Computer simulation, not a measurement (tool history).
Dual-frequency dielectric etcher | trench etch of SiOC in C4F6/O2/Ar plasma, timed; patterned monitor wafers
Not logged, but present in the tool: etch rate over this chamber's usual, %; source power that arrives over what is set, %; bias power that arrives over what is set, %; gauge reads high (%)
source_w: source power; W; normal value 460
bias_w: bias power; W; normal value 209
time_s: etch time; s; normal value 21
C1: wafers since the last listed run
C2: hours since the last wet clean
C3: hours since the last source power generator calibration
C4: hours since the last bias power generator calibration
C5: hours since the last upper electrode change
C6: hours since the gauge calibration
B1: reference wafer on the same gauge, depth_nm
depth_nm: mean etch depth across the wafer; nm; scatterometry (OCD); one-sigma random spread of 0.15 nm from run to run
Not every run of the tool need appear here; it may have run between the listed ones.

run 1 hour=0 | source_w=460 bias_w=209 time_s=21 | C1=0 C2=383.8 C3=3021.2 C4=3004.8 C5=4384.7 C6=689 | B1=49.03 | depth_nm=50.83
-- hour=90.6 wet clean of the chamber
run 2 hour=91.1 | source_w=460 bias_w=209 time_s=21 | C1=1053 C2=0.5 C3=3112.3 C4=3095.9 C5=4475.8 C6=780.1 | B1=49.19 | depth_nm=51.03
run 3 hour=109.3 | source_w=460 bias_w=209 time_s=21 | C1=285 C2=18.7 C3=3130.5 C4=3114.1 C5=4494 C6=798.3 | B1=49.17 | depth_nm=50.97
run 4 hour=140.5 | source_w=460 bias_w=209 time_s=21 | C1=489 C2=49.9 C3=3161.7 C4=3145.3 C5=4525.2 C6=829.5 | B1=49.22 | depth_nm=50.96
run 5 hour=169.4 | source_w=460 bias_w=209 time_s=21 | C1=453 C2=78.8 C3=3190.6 C4=3174.2 C5=4554.1 C6=858.4 | B1=49.28 | depth_nm=51.1
run 6 hour=187.6 | source_w=460 bias_w=209 time_s=21 | C1=285 C2=97 C3=3208.8 C4=3192.4 C5=4572.3 C6=876.6 | B1=49.27 | depth_nm=51
run 7 hour=222.3 | source_w=460 bias_w=209 time_s=21 | C1=544 C2=131.7 C3=3243.5 C4=3227.1 C5=4607 C6=911.3 | B1=49.32 | depth_nm=51.25
run 8 hour=326.5 | source_w=460 bias_w=209 time_s=21 | C1=1636 C2=235.9 C3=3347.7 C4=3331.3 C5=4711.2 C6=1015.5 | B1=49.47 | depth_nm=51.08
run 9 hour=348.2 | source_w=460 bias_w=209 time_s=21 | C1=340 C2=257.6 C3=3369.4 C4=3353 C5=4732.9 C6=1037.2 | B1=49.49 | depth_nm=51.34
-- hour=385.3 upper electrode replaced
run 10 hour=385.8 | source_w=460 bias_w=209 time_s=21 | C1=213 C2=295.2 C3=3407 C4=3390.6 C5=0.5 C6=1074.8 | B1=49.57 | depth_nm=51.25
run 11 hour=386.1 | source_w=490 bias_w=209 time_s=21 | C1=4 C2=295.5 C3=3407.3 C4=3390.9 C5=0.8 C6=1075.1 | B1=49.56 | depth_nm=52.29
-- hour=401.8 gauge calibrated
run 12 hour=415.3 | source_w=460 bias_w=209 time_s=21 | C1=458 C2=324.7 C3=3436.5 C4=3420.1 C5=30 C6=13.5 | B1=48.17 | depth_nm=49.72
run 13 hour=429.5 | source_w=460 bias_w=209 time_s=17.5 | C1=222 C2=338.9 C3=3450.7 C4=3434.3 C5=44.2 C6=27.7 | B1=48.2 | depth_nm=41.63
-- hour=448.4 bias power generator calibrated
run 14 hour=450 | source_w=460 bias_w=209 time_s=17.5 | C1=259 C2=359.4 C3=3471.2 C4=1.6 C5=64.7 C6=48.2 | B1=48.23 | depth_nm=41.8
run 15 hour=482.9 | source_w=460 bias_w=209 time_s=17.5 | C1=516 C2=392.3 C3=3504.1 C4=34.5 C5=97.6 C6=81.1 | B1=48.22 | depth_nm=41.49
-- hour=486.9 source power generator calibrated
run 16 hour=501.9 | source_w=460 bias_w=209 time_s=21 | C1=235 C2=411.3 C3=15 C4=53.5 C5=116.6 C6=100.1 | B1=48.27 | depth_nm=50.02
-- hour=538.2 wet clean of the chamber
run 17 hour=538.7 | source_w=500 bias_w=209 time_s=26.5 | C1=200 C2=0.5 C3=51.8 C4=90.3 C5=153.4 C6=136.9 | B1=48.31 | depth_nm=64.81
run 18 hour=548.1 | source_w=430 bias_w=168 time_s=17 | C1=147 C2=9.9 C3=61.2 C4=99.7 C5=162.8 C6=146.3 | B1=48.35 | depth_nm=37.69
run 19 hour=567.3 | source_w=460 bias_w=256 time_s=18 | C1=301 C2=29.1 C3=80.4 C4=118.9 C5=182 C6=165.5 | B1=48.4 | depth_nm=45.27
run 20 hour=590.6 | source_w=570 bias_w=209 time_s=16.5 | C1=365 C2=52.4 C3=103.7 C4=142.2 C5=205.3 C6=188.8 | B1=48.42 | depth_nm=42.25
run 21 hour=611.8 | source_w=460 bias_w=209 time_s=21 | C1=332 C2=73.6 C3=124.9 C4=163.4 C5=226.5 C6=210 | B1=48.39 | depth_nm=50.22
run 22 hour=634 | source_w=460 bias_w=174 time_s=27.5 | C1=348 C2=95.8 C3=147.1 C4=185.6 C5=248.7 C6=232.2 | B1=48.46 | depth_nm=62.28
run 23 hour=740.1 | source_w=460 bias_w=240 time_s=21 | C1=1666 C2=201.9 C3=253.2 C4=291.7 C5=354.8 C6=338.3 | B1=48.58 | depth_nm=52.29
run 24 hour=770 | source_w=560 bias_w=166 time_s=19 | C1=469 C2=231.8 C3=283.1 C4=321.6 C5=384.7 C6=368.2 | B1=48.73 | depth_nm=45.58
run 25 hour=799.4 | source_w=460 bias_w=209 time_s=21 | C1=461 C2=261.2 C3=312.5 C4=351 C5=414.1 C6=397.6 | B1=48.68 | depth_nm=50.46
run 26 hour=827.2 | source_w=460 bias_w=209 time_s=25.5 | C1=436 C2=289 C3=340.3 C4=378.8 C5=441.9 C6=425.4 | B1=48.76 | depth_nm=61.2
run 27 hour=852.3 | source_w=390 bias_w=256 time_s=18.5 | C1=394 C2=314.1 C3=365.4 C4=403.9 C5=467 C6=450.5 | B1=48.78 | depth_nm=44.87
run 28 hour=872.3 | source_w=460 bias_w=169 time_s=21 | C1=314 C2=334.1 C3=385.4 C4=423.9 C5=487 C6=470.5 | B1=48.77 | depth_nm=47.67
run 29 hour=892.6 | source_w=560 bias_w=239 time_s=27 | C1=318 C2=354.4 C3=405.7 C4=444.2 C5=507.3 C6=490.8 | B1=48.79 | depth_nm=71.63

Each run again, without the hidden state but with its own random variation kept:
run=1 depth_nm=50.06
run=2 depth_nm=50.13
run=3 depth_nm=50.05
run=4 depth_nm=50
run=5 depth_nm=50.1
run=6 depth_nm=49.97
run=7 depth_nm=50.17
run=8 depth_nm=49.86
run=9 depth_nm=50.08
run=10 depth_nm=49.95
run=11 depth_nm=50.95
run=12 depth_nm=49.85
run=13 depth_nm=41.73
run=14 depth_nm=41.88
run=15 depth_nm=41.52
run=16 depth_nm=50.03
run=17 depth_nm=64.76
run=18 depth_nm=37.65
run=19 depth_nm=45.2
run=20 depth_nm=42.16
run=21 depth_nm=50.08
run=22 depth_nm=62.06
run=23 depth_nm=51.95
run=24 depth_nm=45.25
run=25 depth_nm=50.05
run=26 depth_nm=60.66
run=27 depth_nm=44.45
run=28 depth_nm=47.19
run=29 depth_nm=70.87
